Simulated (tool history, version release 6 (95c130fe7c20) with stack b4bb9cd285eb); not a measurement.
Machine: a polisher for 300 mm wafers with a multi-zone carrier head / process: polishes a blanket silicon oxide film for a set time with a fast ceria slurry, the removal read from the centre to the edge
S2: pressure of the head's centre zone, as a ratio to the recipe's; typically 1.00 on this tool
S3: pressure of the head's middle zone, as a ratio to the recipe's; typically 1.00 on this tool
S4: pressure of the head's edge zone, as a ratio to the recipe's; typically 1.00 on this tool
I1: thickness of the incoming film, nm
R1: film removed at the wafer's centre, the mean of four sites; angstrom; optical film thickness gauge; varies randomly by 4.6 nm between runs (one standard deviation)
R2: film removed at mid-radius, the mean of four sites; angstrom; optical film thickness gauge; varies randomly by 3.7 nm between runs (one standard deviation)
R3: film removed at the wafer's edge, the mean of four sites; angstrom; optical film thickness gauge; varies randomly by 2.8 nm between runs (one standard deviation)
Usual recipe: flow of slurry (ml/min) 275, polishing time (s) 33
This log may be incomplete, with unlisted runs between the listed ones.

run 1 hour=0.0 | flow_of_slurry_(ml/min)=275 S2=1.09 S3=1.00 S4=0.88 polishing_time_(s)=33 | I1=1926.5 | R1=4101 R2=3767 R3=3423
run 2 hour=62.6 | flow_of_slurry_(ml/min)=275 S2=1.00 S3=1.00 S4=1.00 polishing_time_(s)=43 | I1=1919.3 | R1=4771 R2=4786 R3=4693
run 3 hour=137.3 | flow_of_slurry_(ml/min)=275 S2=1.00 S3=1.00 S4=1.00 polishing_time_(s)=33 | I1=1894.0 | R1=3741 R2=3700 R3=3596
run 4 hour=180.6 | flow_of_slurry_(ml/min)=275 S2=1.00 S3=1.00 S4=1.00 polishing_time_(s)=33 | I1=1940.7 | R1=3700 R2=3709 R3=3599
-- hour=213.8 edge zone pressure recalibrated
run 5 hour=268.8 | flow_of_slurry_(ml/min)=275 S2=1.00 S3=1.00 S4=1.00 polishing_time_(s)=33 | I1=1898.1 | R1=3815 R2=3725 R3=3589
run 6 hour=367.8 | flow_of_slurry_(ml/min)=275 S2=1.00 S3=1.00 S4=1.00 polishing_time_(s)=33 | I1=1906.0 | R1=3751 R2=3705 R3=3641
-- hour=379.4 worn pad replaced by a new one
run 7 hour=430.5 | flow_of_slurry_(ml/min)=275 S2=1.00 S3=1.00 S4=1.00 polishing_time_(s)=33 | I1=1887.7 | R1=3913 R2=3697 R3=3593
run 8 hour=492.8 | flow_of_slurry_(ml/min)=275 S2=0.91 S3=1.00 S4=1.09 polishing_time_(s)=39 | I1=1885.3 | R1=4150 R2=4391 R3=4464
-- hour=535.3 slurry nozzle cleaned
run 9 hour=640.9 | flow_of_slurry_(ml/min)=180 S2=0.92 S3=1.00 S4=1.00 polishing_time_(s)=33 | I1=1898.5 | R1=3434 R2=3632 R3=3510
run 10 hour=681.1 | flow_of_slurry_(ml/min)=235 S2=0.95 S3=1.00 S4=1.00 polishing_time_(s)=44 | I1=1926.5 | R1=4948 R2=4895 R3=4718
run 11 hour=771.6 | flow_of_slurry_(ml/min)=275 S2=1.00 S3=1.00 S4=1.00 polishing_time_(s)=33 | I1=1884.4 | R1=4014 R2=3771 R3=3577
run 12 hour=838.8 | flow_of_slurry_(ml/min)=275 S2=1.00 S3=1.00 S4=1.00 polishing_time_(s)=33 | I1=1943.0 | R1=3988 R2=3726 R3=3648
run 13 hour=925.3 | flow_of_slurry_(ml/min)=275 S2=1.00 S3=1.00 S4=1.04 polishing_time_(s)=33 | I1=1894.0 | R1=4003 R2=3756 R3=3676
-- hour=943.0 carrier head's membrane replaced by a new one
run 14 hour=1019.1 | flow_of_slurry_(ml/min)=220 S2=1.08 S3=0.89 S4=1.00 polishing_time_(s)=33 | I1=1948.1 | R1=4249 R2=3316 R3=3575
-- hour=1099.3 worn pad replaced by a new one
run 15 hour=1266.4 | flow_of_slurry_(ml/min)=275 S2=1.00 S3=1.00 S4=1.00 polishing_time_(s)=25 | I1=1948.6 | R1=3051 R2=2781 R3=2721
-- hour=1283.4 centre zone pressure recalibrated
run 16 hour=1373.4 | flow_of_slurry_(ml/min)=275 S2=1.00 S3=1.00 S4=0.89 polishing_time_(s)=41 | I1=1947.8 | R1=4566 R2=4634 R3=4231
-- hour=1403.6 slurry nozzle cleaned
run 17 hour=1428.6 | flow_of_slurry_(ml/min)=275 S2=1.00 S3=1.10 S4=1.00 polishing_time_(s)=33 | I1=1875.3 | R1=3681 R2=4049 R3=3581
-- hour=1492.3 edge zone pressure recalibrated
run 18 hour=1494.5 | flow_of_slurry_(ml/min)=275 S2=1.00 S3=1.00 S4=1.00 polishing_time_(s)=33 | I1=1874.8 | R1=3690 R2=3667 R3=3646
run 19 hour=1579.6 | flow_of_slurry_(ml/min)=275 S2=1.00 S3=1.00 S4=1.00 polishing_time_(s)=33 | I1=1928.9 | R1=3728 R2=3670 R3=3597
run 20 hour=1650.7 | flow_of_slurry_(ml/min)=275 S2=0.94 S3=1.00 S4=1.00 polishing_time_(s)=33 | I1=1896.0 | R1=3605 R2=3713 R3=3638
run 21 hour=1731.7 | flow_of_slurry_(ml/min)=310 S2=1.00 S3=1.05 S4=1.00 polishing_time_(s)=40 | I1=1903.8 | R1=4569 R2=4781 R3=4390

Forecast each of these 5 alternatives for the next run:
run A hour=1732.1 | flow_of_slurry_(ml/min)=235 S2=1.00 S3=1.00 S4=1.00 polishing_time_(s)=33 | I1=1867.7 | R1=? R2=? R3=?
run B hour=1732.1 | flow_of_slurry_(ml/min)=275 S2=1.09 S3=1.00 S4=1.00 polishing_time_(s)=33 | I1=1867.7 | R1=? R2=? R3=?
run C hour=1732.1 | flow_of_slurry_(ml/min)=220 S2=1.00 S3=1.00 S4=1.00 polishing_time_(s)=33 | I1=1867.7 | R1=? R2=? R3=?
run D hour=1732.1 | flow_of_slurry_(ml/min)=275 S2=1.04 S3=1.00 S4=0.92 polishing_time_(s)=33 | I1=1867.7 | R1=? R2=? R3=?
run E hour=1732.1 | flow_of_slurry_(ml/min)=345 S2=0.92 S3=0.89 S4=1.00 polishing_time_(s)=43 | I1=1867.7 | R1=? R2=? R3=?

run=A R1=3637 R2=3681 R3=3591
run=B R1=4021 R2=3726 R3=3625
run=C R1=3614 R2=3661 R3=3576
run=D R1=3836 R2=3727 R3=3485
run=E R1=4498 R2=4482 R3=4791
Stripped of hidden state, with their random variation kept, the same runs would have yielded:
run=A R1=3478 R2=3682 R3=3591
run=B R1=3847 R2=3727 R3=3625
run=C R1=3457 R2=3662 R3=3576
run=D R1=3669 R2=3728 R3=3485
run=E R1=4301 R2=4483 R3=4791
